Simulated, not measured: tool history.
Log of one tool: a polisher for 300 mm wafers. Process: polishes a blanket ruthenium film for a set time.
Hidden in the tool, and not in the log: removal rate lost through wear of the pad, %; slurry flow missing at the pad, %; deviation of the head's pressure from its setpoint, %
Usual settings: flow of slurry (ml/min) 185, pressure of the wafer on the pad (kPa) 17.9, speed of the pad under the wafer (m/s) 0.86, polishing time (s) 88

run,day,flow of slurry (ml/min),pressure of the wafer on the pad (kPa),speed of the pad under the wafer (m/s),polishing time (s),wafers since the last listed run,wafers polished on this pad,hours since the slurry nozzle was cleaned,hours since the head pressure was calibrated,"incoming thickness of the incoming film, nm",film removed (angstrom)
1,0.000,185,13.8,0.86,88,0,1963,400.3,229.5,614.7,912
# day 0.962: worn pad replaced by a new one
2,2.333,185,13.8,0.86,88,510,323,456.3,285.5,629.3,904
# day 2.904: slurry nozzle cleaned
3,3.817,185,17.9,0.86,99,339,663,21.9,321.1,623.8,1399
4,5.238,185,17.9,0.86,88,334,998,56.0,355.2,626.9,1222
5,7.629,185,17.9,0.86,88,563,1562,113.4,412.6,627.8,1231
6,9.188,185,17.9,0.86,88,367,1929,150.8,450.0,619.3,1218
# day 9.392: worn pad replaced by a new one
7,11.408,185,17.9,0.86,88,484,475,204.1,503.3,617.5,1196
# day 11.517: head pressure recalibrated
8,13.483,185,17.9,0.98,109,469,945,253.9,47.2,621.1,1685
9,15.329,185,17.9,0.98,109,435,1380,298.2,91.5,615.5,1683
10,16.788,185,17.9,0.86,88,343,1723,333.2,126.5,629.4,1185
# day 18.704: worn pad replaced by a new one
11,18.871,185,17.9,0.86,88,451,39,383.2,176.5,613.6,1159
12,20.454,220,17.9,0.86,88,373,412,421.2,214.5,621.2,1163
13,22.217,185,17.9,0.86,88,415,827,463.5,256.8,618.3,1089
# day 22.446: slurry nozzle cleaned
14,25.017,185,17.9,0.86,101,650,1477,61.7,324.0,619.1,1423
15,27.829,235,17.9,0.86,68,662,2140,129.2,391.5,623.0,973
# day 28.450: head pressure recalibrated
# day 29.367: worn pad replaced by a new one
16,29.438,130,17.9,0.86,88,320,16,167.8,23.7,628.9,1153
17,31.312,250,17.9,0.86,76,441,458,212.8,68.7,620.3,1114
18,33.821,185,17.9,0.86,88,591,1050,273.0,128.9,616.9,1209
19,36.742,185,21.4,0.60,62,688,1738,343.1,199.0,616.0,659
# day 38.329: worn pad replaced by a new one
20,39.138,185,23.4,0.96,88,525,190,400.6,256.5,621.5,1615
# day 39.312: slurry nozzle cleaned
21,40.408,125,20.7,0.66,88,289,480,26.3,287.0,619.0,968
22,42.017,185,20.0,1.12,88,379,859,64.9,325.6,623.9,1719
23,43.917,185,17.9,0.86,88,447,1307,110.5,371.2,626.5,1230
# day 46.583: worn pad replaced by a new one
24,46.604,245,15.9,0.86,63,594,4,175.0,435.7,622.5,835

Forecast each of these 3 alternatives for the next run:
A,46.621,185,17.9,0.86,103,3,8,175.4,436.1,623.1,?
B,46.621,185,15.9,0.86,88,3,8,175.4,436.1,623.1,?
C,46.621,185,17.9,0.72,60,3,8,175.4,436.1,623.1,?

run,film removed (angstrom)
A,1404
B,1096
C,685
Without the tool's hidden state the same runs would have given:
run,film removed (angstrom)
A,1436
B,1122
C,700

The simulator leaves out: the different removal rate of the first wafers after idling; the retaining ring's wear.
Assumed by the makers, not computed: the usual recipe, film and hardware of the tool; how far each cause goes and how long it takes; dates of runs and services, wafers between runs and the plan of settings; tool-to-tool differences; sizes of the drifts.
